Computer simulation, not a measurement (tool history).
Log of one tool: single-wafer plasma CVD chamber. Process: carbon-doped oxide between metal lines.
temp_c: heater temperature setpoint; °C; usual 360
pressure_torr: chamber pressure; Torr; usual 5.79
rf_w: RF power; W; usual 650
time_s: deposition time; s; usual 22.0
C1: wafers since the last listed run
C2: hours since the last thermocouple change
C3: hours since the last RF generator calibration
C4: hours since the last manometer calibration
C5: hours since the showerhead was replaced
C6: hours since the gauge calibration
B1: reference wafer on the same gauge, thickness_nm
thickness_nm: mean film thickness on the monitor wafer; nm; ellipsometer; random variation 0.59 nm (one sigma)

Run 1, hour 0.0: usual settings but rf_w 610 W; C1 0; C2 1092.6; C3 1017.9; C4 838.8; C5 6986.7; C6 320.5; B1 138.096. Result: thickness_nm 110.078 nm.
Run 2, hour 21.8: usual settings; C1 347; C2 1114.4; C3 1039.7; C4 860.6; C5 7008.5; C6 342.3; B1 138.181. Result: thickness_nm 117.074 nm.
Run 3, hour 35.6: usual settings; C1 219; C2 1128.2; C3 1053.5; C4 874.4; C5 7022.3; C6 356.1; B1 137.972. Result: thickness_nm 117.316 nm.
Run 4, hour 67.3: usual settings but pressure_torr 6.53 Torr; C1 504; C2 1159.9; C3 1085.2; C4 906.1; C5 7054.0; C6 387.8; B1 138.007. Result: thickness_nm 117.801 nm.
Run 5, hour 81.6: usual settings; C1 227; C2 1174.2; C3 1099.5; C4 920.4; C5 7068.3; C6 402.1; B1 137.994. Result: thickness_nm 116.120 nm.
Run 6, hour 106.8: usual settings; C1 401; C2 1199.4; C3 1124.7; C4 945.6; C5 7093.5; C6 427.3; B1 138.037. Result: thickness_nm 115.698 nm.
Run 7, hour 137.0: usual settings; C1 480; C2 1229.6; C3 1154.9; C4 975.8; C5 7123.7; C6 457.5; B1 138.001. Result: thickness_nm 116.826 nm.
Run 8, hour 158.9: usual settings but pressure_torr 5.29 Torr, rf_w 600 W; C1 348; C2 1251.5; C3 1176.8; C4 997.7; C5 7145.6; C6 479.4; B1 138.066. Result: thickness_nm 106.305 nm.
Run 9, hour 171.1: usual settings; C1 194; C2 1263.7; C3 1189.0; C4 1009.9; C5 7157.8; C6 491.6; B1 138.101. Result: thickness_nm 115.495 nm.
Run 10, hour 205.7: usual settings; C1 551; C2 1298.3; C3 1223.6; C4 1044.5; C5 7192.4; C6 526.2; B1 137.865. Result: thickness_nm 116.664 nm.
At hour 243.3: gauge calibrated.
At hour 305.9: showerhead replaced.
Run 11, hour 311.6: usual settings; C1 1559; C2 1404.2; C3 1329.5; C4 1150.4; C5 5.7; C6 68.3; B1 137.955. Result: thickness_nm 117.143 nm.
Run 12, hour 326.7: usual settings but time_s 19.1 s; C1 240; C2 1419.3; C3 1344.6; C4 1165.5; C5 20.8; C6 83.4; B1 138.156. Result: thickness_nm 100.977 nm.
Run 13, hour 360.6: usual settings but time_s 19.1 s; C1 539; C2 1453.2; C3 1378.5; C4 1199.4; C5 54.7; C6 117.3; B1 137.998. Result: thickness_nm 101.103 nm.
Run 14, hour 384.3: usual settings; C1 377; C2 1476.9; C3 1402.2; C4 1223.1; C5 78.4; C6 141.0; B1 138.024. Result: thickness_nm 116.636 nm.
Run 15, hour 412.2: usual settings but rf_w 700 W; C1 444; C2 1504.8; C3 1430.1; C4 1251.0; C5 106.3; C6 168.9; B1 137.951. Result: thickness_nm 124.332 nm.
At hour 428.1: RF generator calibrated.
Run 16, hour 428.6: usual settings but temp_c 371 °C, pressure_torr 6.18 Torr, rf_w 580 W, time_s 20.1 s; C1 133; C2 1521.2; C3 0.5; C4 1267.4; C5 122.7; C6 185.3; B1 138.106. Result: thickness_nm 86.919 nm.
Run 17, hour 453.6: usual settings but temp_c 372 °C, pressure_torr 7.22 Torr, rf_w 550 W, time_s 23.7 s; C1 398; C2 1546.2; C3 25.5; C4 1292.4; C5 147.7; C6 210.3; B1 138.141. Result: thickness_nm 96.349 nm.
Run 18, hour 468.1: usual settings but temp_c 345 °C, time_s 26.2 s; C1 230; C2 1560.7; C3 40.0; C4 1306.9; C5 162.2; C6 224.8; B1 137.988. Result: thickness_nm 136.703 nm.
At hour 498.8: capacitance manometer re-zeroed and calibrated.
Run 19, hour 501.6: usual settings; C1 406; C2 1594.2; C3 73.5; C4 2.8; C5 195.7; C6 258.3; B1 137.945. Result: thickness_nm 109.056 nm.
Run 20, hour 535.7: usual settings but time_s 25.1 s; C1 543; C2 1628.3; C3 107.6; C4 36.9; C5 229.8; C6 292.4; B1 138.084. Result: thickness_nm 125.430 nm.
At hour 560.5: RF generator calibrated, repeated, since the last time left the tool worse.
At hour 567.2: thermocouple changed; heater temperature recalibrated.
Run 21, hour 567.7: usual settings but pressure_torr 6.49 Torr, rf_w 750 W; C1 274; C2 0.5; C3 7.2; C4 68.9; C5 261.8; C6 324.4; B1 137.965. Result: thickness_nm 139.813 nm.
Run 22, hour 590.5: usual settings but pressure_torr 5.21 Torr; C1 363; C2 23.3; C3 30.0; C4 91.7; C5 284.6; C6 347.2; B1 138.070. Result: thickness_nm 119.212 nm.
Run 23, hour 622.8: usual settings; C1 514; C2 55.6; C3 62.3; C4 124.0; C5 316.9; C6 379.5; B1 138.068. Result: thickness_nm 120.382 nm.
Run 24, hour 638.6: usual settings but rf_w 550 W; C1 251; C2 71.4; C3 78.1; C4 139.8; C5 332.7; C6 395.3; B1 138.160. Result: thickness_nm 101.134 nm.
Run 25, hour 673.4: usual settings but temp_c 351 °C, pressure_torr 4.39 Torr, rf_w 760 W, time_s 23.8 s; C1 554; C2 106.2; C3 112.9; C4 174.6; C5 367.5; C6 430.1; B1 138.091. Result: thickness_nm 149.855 nm.
At hour 680.9: gauge calibrated.
Run 26, hour 705.9: usual settings; C1 517; C2 138.7; C3 145.4; C4 207.1; C5 400.0; C6 25.0; B1 137.969. Result: thickness_nm 120.467 nm.
Run 27, hour 720.6: usual settings; C1 234; C2 153.4; C3 160.1; C4 221.8; C5 414.7; C6 39.7; B1 137.958. Result: thickness_nm 118.849 nm.
Run 28, hour 751.3: usual settings but rf_w 745 W, time_s 25.7 s; C1 488; C2 184.1; C3 190.8; C4 252.5; C5 445.4; C6 70.4; B1 137.975. Result: thickness_nm 157.792 nm.
Run 29, hour 766.7: usual settings but temp_c 354 °C, rf_w 760 W; C1 245; C2 199.5; C3 206.2; C4 267.9; C5 460.8; C6 85.8; B1 138.138. Result: thickness_nm 142.483 nm.

3 ways to go on from here, each from the tool as it stands after run 29. What would each give?
Run A, hour 767.1: usual settings but temp_c 350 °C; C1 6; C2 199.9; C3 206.6; C4 268.3; C5 461.2; C6 86.2; B1 ?. Result: thickness_nm ?.
Run B, hour 767.1: usual settings but temp_c 354 °C, pressure_torr 7.11 Torr; C1 6; C2 199.9; C3 206.6; C4 268.3; C5 461.2; C6 86.2; B1 ?. Result: thickness_nm ?.
Run C, hour 767.1: usual settings but temp_c 349 °C, time_s 24.9 s; C1 6; C2 199.9; C3 206.6; C4 268.3; C5 461.2; C6 86.2; B1 ?. Result: thickness_nm ?.

run       B1  thickness_nm
  A  138.190       122.917
  B  138.190       123.374
  C  138.190       139.308
Without the tool's hidden state the same runs would have given:
run  thickness_nm
  A       124.768
  B       125.232
  C       141.406
